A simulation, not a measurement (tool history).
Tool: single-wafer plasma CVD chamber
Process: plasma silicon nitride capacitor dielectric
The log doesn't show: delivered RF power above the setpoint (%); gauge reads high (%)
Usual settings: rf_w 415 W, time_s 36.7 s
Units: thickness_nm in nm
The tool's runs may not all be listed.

run    hour  rf_w  time_s  wafers since the last listed run  hours since the last RF generator calibration  hours since the showerhead was replaced  hours since the gauge calibration  read-back reference wafer on the same gauge, thickness_nm  thickness_nm
  1       0   415    36.7                                 0                                          570.3                                   5444.4                              353.1                                                     47.909        46.117
  2    91.1   415    36.7                              2083                                          661.4                                   5535.5                              444.2                                                     47.899        45.984
  3   169.3   415    36.7                              1788                                          739.6                                   5613.7                              522.4                                                     47.895        46.276
  4   276.1   415    36.7                              2442                                          846.4                                   5720.5                              629.2                                                     47.881        46.001
  5   319.9   415    36.7                              1001                                          890.2                                   5764.3                                673                                                     47.926        45.996
  6     361   415    36.7                               939                                          931.3                                   5805.4                              714.1                                                     47.909         45.76
  7   409.1   415    36.7                              1099                                          979.4                                   5853.5                              762.2                                                     47.944        45.435
  8   515.9   415    36.7                              2442                                         1086.2                                   5960.3                                869                                                     47.923        46.054
  9   608.8   415    36.7                              2124                                         1179.1                                   6053.2                              961.9                                                      47.89          45.8
 10   713.2   415    36.7                              2387                                         1283.5                                   6157.6                             1066.3                                                     47.886        45.679
 11   818.6   415    36.7                              2410                                         1388.9                                     6263                             1171.7                                                     47.916        45.627
      832.3  -- RF generator calibrated
 12   894.9   415    36.7                              1561                                           62.6                                   6339.3                               1248                                                     47.855        46.391
 13   943.1   480      33                              1102                                          110.8                                   6387.5                             1296.2                                                       47.9        43.375
     1013.3  -- showerhead replaced
 14  1201.7   480      33                              5730                                          369.4                                    188.4                             1554.8                                                     47.872        43.456
 15  1259.2   480      33                              1314                                          426.9                                    245.9                             1612.3                                                     47.872         43.47
 16  1295.9   415    36.7                               839                                          463.6                                    282.6                               1649                                                       47.9        45.905
 17  1376.9   415    36.7                              1852                                          544.6                                    363.6                               1730                                                     47.915        46.083
 18  1453.5   415    40.7                              1751                                          621.2                                    440.2                             1806.6                                                     47.875        51.348
 19  1556.9   415    34.4                              2364                                          724.6                                    543.6                               1910                                                     47.888         43.46
 20  1598.7   475      42                               955                                          766.4                                    585.4                             1951.8                                                     47.947        54.722
 21  1648.5   385    41.8                              1138                                          816.2                                    635.2                             2001.6                                                     47.918        51.511
 22  1712.4   345      30                              1461                                          880.1                                    699.1                             2065.5                                                      47.92        35.526
 23    1772   345    39.9                              1362                                          939.7                                    758.7                             2125.1                                                     47.888        47.405
 24  1873.3   475    29.8                              2316                                           1041                                      860                             2226.4                                                     47.889        38.861
 25  1964.2   370    36.7                              2078                                         1131.9                                    950.9                             2317.3                                                     47.945        44.101
 26  2009.6   455    33.7                              1038                                         1177.3                                    996.3                             2362.7                                                     47.914        42.872
 27  2115.2   460    42.1                              2414                                         1282.9                                   1101.9                             2468.3                                                     47.911        53.504
 28  2168.2   415    36.7                              1211                                         1335.9                                   1154.9                             2521.3                                                     47.917        45.602
     2187.4  -- gauge calibrated
 29  2223.2   415    31.1                              1257                                         1390.9                                   1209.9                               35.8                                                     47.881        38.718
     2236.1  -- RF generator calibrated
 30  2299.3   335    42.6                              1557                                           63.2                                     1286                              111.9                                                     47.907        50.297
 31    2358   390    36.7                              1342                                          121.9                                   1344.7                              170.6                                                     47.938        45.237
 32  2424.7   355    34.7                              1525                                          188.6                                   1411.4                              237.3                                                     47.899        41.857
 33  2505.2   450    31.2                              1840                                          269.1                                   1491.9                              317.8                                                     47.877        40.373
 34  2682.1   445    32.3                              4045                                            446                                   1668.8                              494.7                                                     47.914        41.263
 35  2772.3   415    34.4                              2062                                          536.2                                     1759                              584.9                                                     47.885        43.573
 36  2837.9   340    43.2                              1500                                          601.8                                   1824.6                              650.5                                                       47.9        51.423
 37  2934.1   415    36.7                              2199                                            698                                   1920.8                              746.7                                                     47.891        46.211
 38  2990.6   360    30.3                              1291                                          754.5                                   1977.3                              803.2                                                     47.945        36.653
 39  3096.5   415    36.7                              2421                                          860.4                                   2083.2                              909.1                                                     47.888        45.888

What the log doesn't show, run by run:
gauge reads high (%): 0 in every run
H1: delivered RF power above the setpoint (%)
run      H1
  1   -1.32
  2   -1.73
  3   -2.13
  4   -2.74
  5   -3.02
  6   -3.29
  7   -3.63
  8   -4.43
  9   -5.19
 10   -6.13
 11   -7.15
 12  -0.654
 13  -0.684
 14   -1.14
 15    -1.3
 16   -1.42
 17   -1.72
 18   -2.04
 19   -2.55
 20   -2.78
 21   -3.06
 22   -3.46
 23   -3.85
 24   -4.58
 25    -5.3
 26   -5.68
 27   -6.63
 28   -7.13
 29   -7.68
 30   -1.14
 31   -1.18
 32   -1.25
 33   -1.38
 34   -1.84
 35   -2.17
 36   -2.44
 37   -2.89
 38   -3.19
 39   -3.81
